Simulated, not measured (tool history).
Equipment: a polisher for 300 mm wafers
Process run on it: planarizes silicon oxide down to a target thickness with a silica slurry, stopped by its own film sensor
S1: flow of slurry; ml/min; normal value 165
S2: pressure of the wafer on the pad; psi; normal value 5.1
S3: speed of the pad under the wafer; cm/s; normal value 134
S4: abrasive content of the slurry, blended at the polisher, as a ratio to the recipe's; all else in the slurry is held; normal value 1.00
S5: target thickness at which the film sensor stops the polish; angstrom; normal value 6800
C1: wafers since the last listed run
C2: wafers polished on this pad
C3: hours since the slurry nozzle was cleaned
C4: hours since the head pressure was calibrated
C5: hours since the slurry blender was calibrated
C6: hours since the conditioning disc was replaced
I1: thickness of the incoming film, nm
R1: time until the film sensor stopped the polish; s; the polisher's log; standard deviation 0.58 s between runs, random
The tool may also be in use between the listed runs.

{"run": 1, "hour": 0.0, "S1": 165, "S2": 5.1, "S3": 134, "S4": 1.0, "S5": 6800, "C1": 0, "C2": 1308, "C3": 331.1, "C4": 789.9, "C5": 348.2, "C6": 191.0, "I1": 974.4, "R1": 62.2}
{"hour": 9.1, "done": "conditioning disc replaced and pad reconditioned"}
{"hour": 12.3, "done": "worn pad replaced by a new one"}
{"run": 2, "hour": 13.8, "S1": 165, "S2": 5.1, "S3": 134, "S4": 1.0, "S5": 6800, "C1": 68, "C2": 11, "C3": 344.9, "C4": 803.7, "C5": 362.0, "C6": 4.7, "I1": 985.6, "R1": 60.6}
{"hour": 16.0, "done": "slurry nozzle cleaned"}
{"hour": 40.3, "done": "slurry blender recalibrated"}
{"run": 3, "hour": 42.3, "S1": 195, "S2": 5.1, "S3": 134, "S4": 1.0, "S5": 6800, "C1": 203, "C2": 214, "C3": 26.3, "C4": 832.2, "C5": 2.0, "C6": 33.2, "I1": 975.5, "R1": 57.5}
{"run": 4, "hour": 73.3, "S1": 195, "S2": 5.1, "S3": 134, "S4": 1.0, "S5": 6800, "C1": 246, "C2": 461, "C3": 57.3, "C4": 863.2, "C5": 33.0, "C6": 64.2, "I1": 983.0, "R1": 60.0}
{"run": 5, "hour": 87.5, "S1": 195, "S2": 5.1, "S3": 134, "S4": 1.0, "S5": 6800, "C1": 113, "C2": 574, "C3": 71.5, "C4": 877.4, "C5": 47.2, "C6": 78.4, "I1": 975.0, "R1": 59.1}
{"run": 6, "hour": 114.9, "S1": 165, "S2": 5.7, "S3": 98, "S4": 1.15, "S5": 6000, "C1": 218, "C2": 792, "C3": 98.9, "C4": 904.8, "C5": 74.6, "C6": 105.8, "I1": 967.7, "R1": 83.1}
{"run": 7, "hour": 145.6, "S1": 165, "S2": 5.1, "S3": 134, "S4": 1.0, "S5": 6800, "C1": 244, "C2": 1037, "C3": 129.6, "C4": 935.5, "C5": 105.3, "C6": 136.5, "I1": 966.4, "R1": 59.2}
{"run": 8, "hour": 175.0, "S1": 165, "S2": 5.1, "S3": 156, "S4": 1.0, "S5": 6800, "C1": 234, "C2": 1271, "C3": 159.0, "C4": 964.9, "C5": 134.7, "C6": 165.9, "I1": 972.1, "R1": 54.6}
{"hour": 190.0, "done": "conditioning disc replaced and pad reconditioned"}
{"hour": 201.2, "done": "worn pad replaced by a new one"}
{"run": 9, "hour": 207.6, "S1": 165, "S2": 5.1, "S3": 134, "S4": 1.0, "S5": 6800, "C1": 211, "C2": 50, "C3": 191.6, "C4": 997.5, "C5": 167.3, "C6": 17.6, "I1": 961.1, "R1": 56.2}
{"run": 10, "hour": 271.6, "S1": 165, "S2": 6.8, "S3": 134, "S4": 0.8, "S5": 5950, "C1": 509, "C2": 560, "C3": 255.6, "C4": 1061.5, "C5": 231.3, "C6": 81.6, "I1": 981.9, "R1": 69.6}
{"run": 11, "hour": 286.3, "S1": 165, "S2": 5.1, "S3": 134, "S4": 1.15, "S5": 6800, "C1": 117, "C2": 677, "C3": 270.3, "C4": 1076.2, "C5": 246.0, "C6": 96.3, "I1": 975.1, "R1": 56.3}
{"hour": 316.4, "done": "head pressure recalibrated"}
{"run": 12, "hour": 316.9, "S1": 165, "S2": 6.2, "S3": 134, "S4": 1.0, "S5": 7290, "C1": 227, "C2": 904, "C3": 300.9, "C4": 0.5, "C5": 276.6, "C6": 126.9, "I1": 973.3, "R1": 43.8}
{"run": 13, "hour": 326.9, "S1": 165, "S2": 5.1, "S3": 152, "S4": 0.9, "S5": 6800, "C1": 79, "C2": 984, "C3": 310.9, "C4": 10.5, "C5": 286.6, "C6": 136.9, "I1": 973.1, "R1": 56.2}
{"hour": 345.3, "done": "slurry nozzle cleaned"}
{"hour": 363.1, "done": "slurry blender recalibrated"}
{"run": 14, "hour": 363.6, "S1": 120, "S2": 5.6, "S3": 134, "S4": 1.0, "S5": 6050, "C1": 268, "C2": 1252, "C3": 18.3, "C4": 47.2, "C5": 0.5, "C6": 173.6, "I1": 984.8, "R1": 78.8}
{"hour": 372.8, "done": "conditioning disc replaced and pad reconditioned"}
{"run": 15, "hour": 385.8, "S1": 165, "S2": 5.1, "S3": 134, "S4": 1.0, "S5": 6800, "C1": 160, "C2": 1413, "C3": 40.5, "C4": 69.4, "C5": 22.7, "C6": 13.0, "I1": 980.9, "R1": 60.2}
{"hour": 394.4, "done": "worn pad replaced by a new one"}
{"run": 16, "hour": 399.6, "S1": 165, "S2": 5.1, "S3": 90, "S4": 1.0, "S5": 6800, "C1": 78, "C2": 41, "C3": 54.3, "C4": 83.2, "C5": 36.5, "C6": 26.8, "I1": 966.9, "R1": 78.3}
{"run": 17, "hour": 429.3, "S1": 110, "S2": 5.1, "S3": 134, "S4": 1.0, "S5": 7830, "C1": 236, "C2": 277, "C3": 84.0, "C4": 112.9, "C5": 66.2, "C6": 56.5, "I1": 993.1, "R1": 44.2}
{"run": 18, "hour": 450.1, "S1": 165, "S2": 5.1, "S3": 134, "S4": 0.7, "S5": 6800, "C1": 165, "C2": 443, "C3": 104.8, "C4": 133.7, "C5": 87.0, "C6": 77.3, "I1": 963.0, "R1": 66.7}
{"run": 19, "hour": 474.7, "S1": 165, "S2": 5.1, "S3": 134, "S4": 1.0, "S5": 6800, "C1": 195, "C2": 639, "C3": 129.4, "C4": 158.3, "C5": 111.6, "C6": 101.9, "I1": 973.3, "R1": 58.9}
{"run": 20, "hour": 492.4, "S1": 165, "S2": 5.1, "S3": 134, "S4": 1.0, "S5": 6800, "C1": 140, "C2": 780, "C3": 147.1, "C4": 176.0, "C5": 129.3, "C6": 119.6, "I1": 977.0, "R1": 60.8}
{"run": 21, "hour": 523.3, "S1": 165, "S2": 5.1, "S3": 134, "S4": 1.0, "S5": 6800, "C1": 246, "C2": 1026, "C3": 178.0, "C4": 206.9, "C5": 160.2, "C6": 150.5, "I1": 996.4, "R1": 65.7}
{"run": 22, "hour": 542.9, "S1": 190, "S2": 5.1, "S3": 174, "S4": 1.25, "S5": 6800, "C1": 156, "C2": 1182, "C3": 197.6, "C4": 226.5, "C5": 179.8, "C6": 170.1, "I1": 973.8, "R1": 44.8}
{"run": 23, "hour": 563.3, "S1": 130, "S2": 6.4, "S3": 162, "S4": 0.8, "S5": 6800, "C1": 162, "C2": 1344, "C3": 218.0, "C4": 246.9, "C5": 200.2, "C6": 190.5, "I1": 984.7, "R1": 55.4}
{"run": 24, "hour": 575.8, "S1": 180, "S2": 5.1, "S3": 134, "S4": 1.0, "S5": 6800, "C1": 99, "C2": 1444, "C3": 230.5, "C4": 259.4, "C5": 212.7, "C6": 203.0, "I1": 994.3, "R1": 65.0}
{"hour": 584.5, "done": "conditioning disc replaced and pad reconditioned"}
{"hour": 585.5, "done": "worn pad replaced by a new one"}
{"run": 25, "hour": 590.8, "S1": 165, "S2": 5.9, "S3": 134, "S4": 1.0, "S5": 6800, "C1": 95, "C2": 42, "C3": 245.5, "C4": 274.4, "C5": 227.7, "C6": 6.3, "I1": 990.8, "R1": 54.9}
{"run": 26, "hour": 605.4, "S1": 165, "S2": 5.1, "S3": 134, "S4": 1.0, "S5": 6800, "C1": 116, "C2": 158, "C3": 260.1, "C4": 289.0, "C5": 242.3, "C6": 20.9, "I1": 987.1, "R1": 61.8}

3 options for the next run, each taken on its own from the tool as it stands now. Forecast them:
{"run": "A", "hour": 605.8, "S1": 165, "S2": 5.1, "S3": 134, "S4": 1.0, "S5": 6800, "C1": 3, "C2": 161, "C3": 260.5, "C4": 289.4, "C5": 242.7, "C6": 21.3, "I1": 1001.7, "R1": "?"}
{"run": "B", "hour": 605.8, "S1": 165, "S2": 3.8, "S3": 176, "S4": 0.9, "S5": 6800, "C1": 3, "C2": 161, "C3": 260.5, "C4": 289.4, "C5": 242.7, "C6": 21.3, "I1": 1001.7, "R1": "?"}
{"run": "C", "hour": 605.8, "S1": 115, "S2": 5.1, "S3": 158, "S4": 1.0, "S5": 6800, "C1": 3, "C2": 161, "C3": 260.5, "C4": 289.4, "C5": 242.7, "C6": 21.3, "I1": 1001.7, "R1": "?"}

run=A R1=63.3
run=B R1=65.0
run=C R1=58.9
With no hidden state in the tool, these same runs would have given:
run=A R1=62.9
run=B R1=64.5
run=C R1=58.4
